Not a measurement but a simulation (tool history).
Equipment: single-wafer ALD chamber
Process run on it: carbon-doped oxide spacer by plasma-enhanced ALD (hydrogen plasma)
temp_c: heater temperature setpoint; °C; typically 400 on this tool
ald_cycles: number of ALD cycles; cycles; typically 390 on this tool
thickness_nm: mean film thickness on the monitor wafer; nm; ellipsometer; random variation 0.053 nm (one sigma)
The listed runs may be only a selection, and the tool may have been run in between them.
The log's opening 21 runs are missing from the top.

run	day	temp_c	ald_cycles	read-back reference wafer on the same gauge, thickness_nm	thickness_nm
22	11.338	400	390	17.003	20.915
23	11.650	395	390	16.981	21.036
# day 11.683: gauge calibrated
24	12.108	404	365	17.008	19.494
25	12.529	400	433	17.000	23.356
26	13.121	400	390	16.998	21.072
27	13.833	407	424	17.002	22.446
28	14.250	408	325	17.001	17.150
29	14.796	413	390	17.004	20.347
30	15.175	407	434	17.018	22.939
31	15.579	408	390	17.003	20.482
32	16.004	400	390	16.996	20.993
33	16.721	400	343	17.000	18.495
34	17.092	405	451	16.999	23.950
35	17.646	407	434	16.996	22.989

Consider 3 possible next runs. They are alternatives, not a sequence: every one starts from the tool as it was left by run 35. What does each give?
A	17.688	412	390	?	?
B	17.688	415	451	?	?
C	17.688	392	451	?	?

run	read-back reference wafer on the same gauge, thickness_nm	thickness_nm
A	17.007	20.315
B	17.007	23.279
C	17.007	24.345
Without the tool's unlogged condition, the same runs would have read:
run	thickness_nm
A	20.315
B	23.279
C	24.345

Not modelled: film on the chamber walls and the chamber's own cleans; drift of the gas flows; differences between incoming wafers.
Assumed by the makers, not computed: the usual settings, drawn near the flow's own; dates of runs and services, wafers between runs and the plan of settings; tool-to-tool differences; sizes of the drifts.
